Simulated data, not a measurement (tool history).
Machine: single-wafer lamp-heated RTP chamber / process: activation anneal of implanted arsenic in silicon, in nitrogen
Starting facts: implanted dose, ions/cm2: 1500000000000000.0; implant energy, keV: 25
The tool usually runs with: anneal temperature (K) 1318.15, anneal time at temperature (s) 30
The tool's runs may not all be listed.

run,day,anneal temperature (K),anneal time at temperature (s),"read-back reference wafer on the same gauge, sheet resistance",sheet resistance of the implanted and annealed layer (ohm/square)
1,0,1318.15,30,116.02,102.42
2,0.767,1331.15,30,116,98.51
3,1.738,1331.15,30,116.03,97.98
4,2.9,1331.15,30,115.98,98.09
5,3.675,1333.15,30,116,97.46
# day 4.638: pyrometer window cleaned and pyrometer calibrated
6,4.658,1333.15,30,115.99,97.83
7,5.283,1318.15,30,116,101.95
# day 5.846: reflector plate cleaned
# day 5.988: gauge calibrated
8,6.642,1339.15,13,116.01,108.05
9,7.838,1318.15,30,116.01,103.7

Run 10, settings as shown, results not yet in. Your forecast:
10,8.792,1335.15,45,?,?

read-back reference wafer on the same gauge, sheet resistance: 116.06
sheet resistance of the implanted and annealed layer (ohm/square): 94.12
Had the tool carried no hidden state, the very same run would have given sheet resistance of the implanted and annealed layer (ohm/square) 94.91.
